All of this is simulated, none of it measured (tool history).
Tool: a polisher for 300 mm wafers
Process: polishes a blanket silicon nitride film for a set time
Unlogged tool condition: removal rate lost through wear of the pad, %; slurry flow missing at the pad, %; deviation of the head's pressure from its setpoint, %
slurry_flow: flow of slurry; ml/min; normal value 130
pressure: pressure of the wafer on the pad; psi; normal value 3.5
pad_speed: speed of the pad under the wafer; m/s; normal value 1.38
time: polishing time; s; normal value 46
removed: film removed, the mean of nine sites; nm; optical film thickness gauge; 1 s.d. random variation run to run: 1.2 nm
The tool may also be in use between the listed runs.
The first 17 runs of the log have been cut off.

run   hour  slurry_flow  pressure  pad_speed  time  wafers since the last listed run  wafers polished on this pad  hours since the slurry nozzle was cleaned  hours since the head pressure was calibrated  incoming thickness of the incoming film, nm  removed
 18  220.4          130       3.5       1.38    46                               238                          704                                      654.5                                         127.1                                        865.5    107.2
 19  236.6          130       4.1       1.18    46                               224                          929                                      670.7                                         143.3                                        889.3    108.6
 20  246.1          130       3.5       1.38    46                               131                         1061                                      680.2                                         152.8                                        854.9    105.5
 21  254.1          160       2.8       1.74    46                               111                         1172                                      688.2                                         160.8                                        868.6    105.3
 22  262.4          130       4.2       1.38    53                               115                         1287                                      696.5                                         169.1                                        865.6    142.1
 23  278.5          130       3.5       1.38    46                               223                         1511                                      712.6                                         185.2                                        857.4    101.1
       286  -- slurry nozzle cleaned
 24  286.5          150       3.5       1.38    31                                97                         1608                                        0.5                                         193.2                                        876.3     71.1
       292  -- worn pad replaced by a new one
 25  337.9          105       3.5       1.38    46                               658                          638                                       51.9                                         244.6                                        872.8    103.6
 26  345.3          130       3.5       1.38    46                               102                          740                                       59.3                                           252                                        880.2    107.7
 27    361          150         3       1.82    35                               218                          958                                         75                                         267.7                                        882.3     89.6
 28  370.5          130       4.1       1.38    46                               131                         1090                                       84.5                                         277.2                                          867    125.1
 29  381.3          155       3.5       1.38    46                               149                         1240                                       95.3                                           288                                        876.8    107.9
 30  396.2          140       3.1       1.38    46                               206                         1447                                      110.2                                         302.9                                          882     92.6
 31  402.2          130       4.2       1.38    46                                83                         1530                                      116.2                                         308.9                                        862.8    123.7
     409.8  -- worn pad replaced by a new one
 32  418.2          100       2.6       1.38    46                               166                          116                                      132.2                                         324.9                                        867.8     78.6
 33  431.2          130       3.5       1.08    46                               180                          297                                      145.2                                         337.9                                        879.5     92.9
 34  446.7          130       4.1       1.38    46                               215                          512                                      160.7                                         353.4                                        876.4    129.9
 35  459.1          115       3.5       1.82    46                               172                          684                                      173.1                                         365.8                                        864.9    131.1
 36  470.2          130       3.5       1.38    46                               154                          838                                      184.2                                         376.9                                        888.2    108.5

Predict each of these 5 candidate next runs independently; none follows another, all start after run 36:
  A  470.6          130       4.7       1.38    46                                 5                          844                                      184.6                                         377.3                                          857        ?
  B  470.6           85       3.5       0.94    46                                 5                          844                                      184.6                                         377.3                                          857        ?
  C  470.6          130       3.5       1.04    32                                 5                          844                                      184.6                                         377.3                                          857        ?
  D  470.6          130       3.9       1.64    34                                 5                          844                                      184.6                                         377.3                                          857        ?
  E  470.6          130       3.5       1.38    57                                 5                          844                                      184.6                                         377.3                                          857        ?

run  removed
  A    144.4
  B     70.7
  C       60
  D      102
  E    133.9
Without the tool's hidden state the same runs would have given:
run  removed
  A    155.9
  B     76.4
  C     64.7
  D    110.1
  E    144.6

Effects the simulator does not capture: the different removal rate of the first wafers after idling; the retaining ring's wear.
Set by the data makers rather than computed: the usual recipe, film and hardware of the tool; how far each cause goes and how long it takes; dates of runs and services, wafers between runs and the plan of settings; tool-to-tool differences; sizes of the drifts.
